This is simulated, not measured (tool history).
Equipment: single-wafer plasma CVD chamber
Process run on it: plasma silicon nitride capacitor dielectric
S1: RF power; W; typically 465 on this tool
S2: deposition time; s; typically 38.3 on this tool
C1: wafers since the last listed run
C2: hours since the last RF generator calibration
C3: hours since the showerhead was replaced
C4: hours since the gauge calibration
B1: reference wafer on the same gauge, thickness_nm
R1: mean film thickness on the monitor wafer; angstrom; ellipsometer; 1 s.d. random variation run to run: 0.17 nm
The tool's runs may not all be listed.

| run | hour | S1 | S2 | C1 | C2 | C3 | C4 | B1 | R1 |
|---|---|---|---|---|---|---|---|---|---|
| 1 | 0.0 | 465 | 38.3 | 0 | 1070.9 | 5344.3 | 844.9 | 57.113 | 519.64 |
| 2 | 77.0 | 465 | 38.3 | 1342 | 1147.9 | 5421.3 | 921.9 | 57.143 | 521.49 |
| 3 | 170.6 | 420 | 32.9 | 1631 | 1241.5 | 5514.9 | 1015.5 | 57.080 | 430.89 |
| 4 | 274.6 | 465 | 40.1 | 1813 | 1345.5 | 5618.9 | 1119.5 | 57.076 | 543.14 |
| 5 | 373.6 | 465 | 40.1 | 1726 | 1444.5 | 5717.9 | 1218.5 | 57.096 | 542.42 |
| 6 | 437.1 | 465 | 41.7 | 1107 | 1508.0 | 5781.4 | 1282.0 | 57.104 | 560.29 |
| 7 | 523.0 | 465 | 41.7 | 1497 | 1593.9 | 5867.3 | 1367.9 | 57.101 | 566.12 |
| 8 | 597.1 | 465 | 41.7 | 1291 | 1668.0 | 5941.4 | 1442.0 | 57.090 | 563.51 |
| 9 | 685.6 | 465 | 38.3 | 1542 | 1756.5 | 6029.9 | 1530.5 | 57.131 | 515.99 |
| 10 | 771.4 | 520 | 33.0 | 1495 | 1842.3 | 6115.7 | 1616.3 | 57.046 | 460.29 |
|  | 778.5 | gauge calibrated |
| 11 | 811.8 | 465 | 38.3 | 704 | 1882.7 | 6156.1 | 33.3 | 57.130 | 515.67 |
|  | 823.8 | RF generator calibrated |
|  | 921.9 | showerhead replaced, of another model than before |
| 12 | 922.4 | 425 | 38.3 | 1649 | 98.6 | 0.5 | 143.9 | 57.056 | 505.99 |
| 13 | 972.7 | 495 | 45.0 | 876 | 148.9 | 50.8 | 194.2 | 57.108 | 630.10 |
| 14 | 1055.9 | 440 | 38.3 | 1450 | 232.1 | 134.0 | 277.4 | 57.157 | 509.30 |
| 15 | 1157.2 | 465 | 38.3 | 1766 | 333.4 | 235.3 | 378.7 | 57.118 | 523.41 |
| 16 | 1226.3 | 465 | 34.4 | 1204 | 402.5 | 304.4 | 447.8 | 57.072 | 467.72 |
| 17 | 1276.8 | 395 | 42.3 | 880 | 453.0 | 354.9 | 498.3 | 57.059 | 530.93 |
| 18 | 1365.3 | 465 | 38.3 | 1542 | 541.5 | 443.4 | 586.8 | 57.057 | 521.79 |

For each entry between runs, how does the tool's hidden state at the last listed run before it compare with that at the first listed run after it?
Runs 10 to 11: gauge calibrated (hour 778.5)
  delivered RF power above the setpoint (%): -7.07 -> -7.23
  what was measured, less what the result would be without the hidden state, R1: -9.96 -> -11.40 angstrom
Runs 11 to 12: RF generator calibrated (hour 823.8); showerhead replaced, of another model than before (hour 921.9)
  delivered RF power above the setpoint (%): -7.23 -> -1.03
  what was measured, less what the result would be without the hidden state, R1: -11.40 -> -2.37 angstrom

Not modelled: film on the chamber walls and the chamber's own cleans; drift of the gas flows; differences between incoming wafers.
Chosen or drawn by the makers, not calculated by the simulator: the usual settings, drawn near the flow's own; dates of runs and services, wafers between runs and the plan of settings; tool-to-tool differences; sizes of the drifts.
